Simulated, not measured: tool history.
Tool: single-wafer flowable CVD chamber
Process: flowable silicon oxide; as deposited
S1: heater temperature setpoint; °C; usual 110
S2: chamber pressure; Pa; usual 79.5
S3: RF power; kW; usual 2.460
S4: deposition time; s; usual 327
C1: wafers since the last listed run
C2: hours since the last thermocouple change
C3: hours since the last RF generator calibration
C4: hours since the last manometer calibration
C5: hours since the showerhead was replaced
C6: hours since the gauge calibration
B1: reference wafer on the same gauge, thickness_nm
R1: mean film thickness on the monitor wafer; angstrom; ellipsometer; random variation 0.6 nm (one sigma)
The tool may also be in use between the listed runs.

| run | hour | S1 | S2 | S3 | S4 | C1 | C2 | C3 | C4 | C5 | C6 | B1 | R1 |
|---|---|---|---|---|---|---|---|---|---|---|---|---|---|
| 1 | 0.0 | 110 | 79.5 | 2.460 | 327 | 0 | 841.8 | 2617.3 | 1500.0 | 5343.3 | 136.9 | 81.895 | 894.25 |
| 2 | 23.2 | 110 | 79.5 | 2.460 | 327 | 142 | 865.0 | 2640.5 | 1523.2 | 5366.5 | 160.1 | 82.042 | 894.86 |
| 3 | 54.5 | 110 | 79.5 | 2.460 | 327 | 192 | 896.3 | 2671.8 | 1554.5 | 5397.8 | 191.4 | 81.852 | 903.81 |
| 4 | 80.4 | 110 | 79.5 | 2.460 | 327 | 159 | 922.2 | 2697.7 | 1580.4 | 5423.7 | 217.3 | 81.825 | 890.62 |
|  | 112.2 | capacitance manometer re-zeroed and calibrated |
|  | 112.9 | showerhead replaced |
| 5 | 115.5 | 110 | 79.5 | 2.460 | 327 | 162 | 957.3 | 2732.8 | 3.3 | 2.6 | 252.4 | 82.022 | 894.00 |
| 6 | 138.6 | 110 | 79.5 | 2.460 | 327 | 142 | 980.4 | 2755.9 | 26.4 | 25.7 | 275.5 | 82.104 | 887.96 |
|  | 150.9 | thermocouple changed; heater temperature recalibrated |
| 7 | 159.5 | 110 | 79.5 | 2.460 | 373 | 79 | 8.6 | 2776.8 | 47.3 | 46.6 | 296.4 | 82.248 | 1156.24 |
| 8 | 186.2 | 110 | 79.5 | 2.460 | 327 | 164 | 35.3 | 2803.5 | 74.0 | 73.3 | 323.1 | 81.828 | 996.88 |
| 9 | 212.9 | 98 | 79.5 | 2.460 | 327 | 164 | 62.0 | 2830.2 | 100.7 | 100.0 | 349.8 | 81.977 | 1405.74 |
|  | 237.7 | gauge calibrated |
| 10 | 243.0 | 110 | 79.5 | 2.460 | 327 | 185 | 92.1 | 2860.3 | 130.8 | 130.1 | 5.3 | 81.982 | 976.45 |
|  | 258.2 | RF generator calibrated |
| 11 | 271.6 | 110 | 79.5 | 2.815 | 327 | 126 | 120.7 | 13.4 | 159.4 | 158.7 | 33.9 | 81.950 | 995.05 |
| 12 | 303.8 | 98 | 96.1 | 2.460 | 327 | 198 | 152.9 | 45.6 | 191.6 | 190.9 | 66.1 | 82.212 | 1648.74 |
| 13 | 326.2 | 124 | 79.5 | 2.460 | 309 | 137 | 175.3 | 68.0 | 214.0 | 213.3 | 88.5 | 82.035 | 626.13 |
| 14 | 343.6 | 96 | 65.5 | 2.060 | 298 | 107 | 192.7 | 85.4 | 231.4 | 230.7 | 105.9 | 82.005 | 1012.95 |
| 15 | 359.2 | 95 | 79.5 | 2.460 | 327 | 95 | 208.3 | 101.0 | 247.0 | 246.3 | 121.5 | 81.852 | 1476.28 |

Forecast each of these 5 alternatives for the next run:
| A | 359.7 | 110 | 79.5 | 2.460 | 327 | 3 | 208.8 | 101.5 | 247.5 | 246.8 | 122.0 | ? | ? |
| B | 359.7 | 125 | 98.1 | 2.245 | 363 | 3 | 208.8 | 101.5 | 247.5 | 246.8 | 122.0 | ? | ? |
| C | 359.7 | 118 | 63.2 | 2.865 | 298 | 3 | 208.8 | 101.5 | 247.5 | 246.8 | 122.0 | ? | ? |
| D | 359.7 | 120 | 60.7 | 2.460 | 348 | 3 | 208.8 | 101.5 | 247.5 | 246.8 | 122.0 | ? | ? |
| E | 359.7 | 110 | 84.8 | 2.335 | 368 | 3 | 208.8 | 101.5 | 247.5 | 246.8 | 122.0 | ? | ? |

| run | B1 | R1 |
|---|---|---|
| A | 81.942 | 939.65 |
| B | 81.942 | 853.80 |
| C | 81.942 | 567.45 |
| D | 81.942 | 590.54 |
| E | 81.942 | 1113.53 |
Without the tool's hidden state the same runs would have given:
| run | R1 |
|---|---|
| A | 997.62 |
| B | 898.26 |
| C | 601.17 |
| D | 624.09 |
| E | 1182.23 |
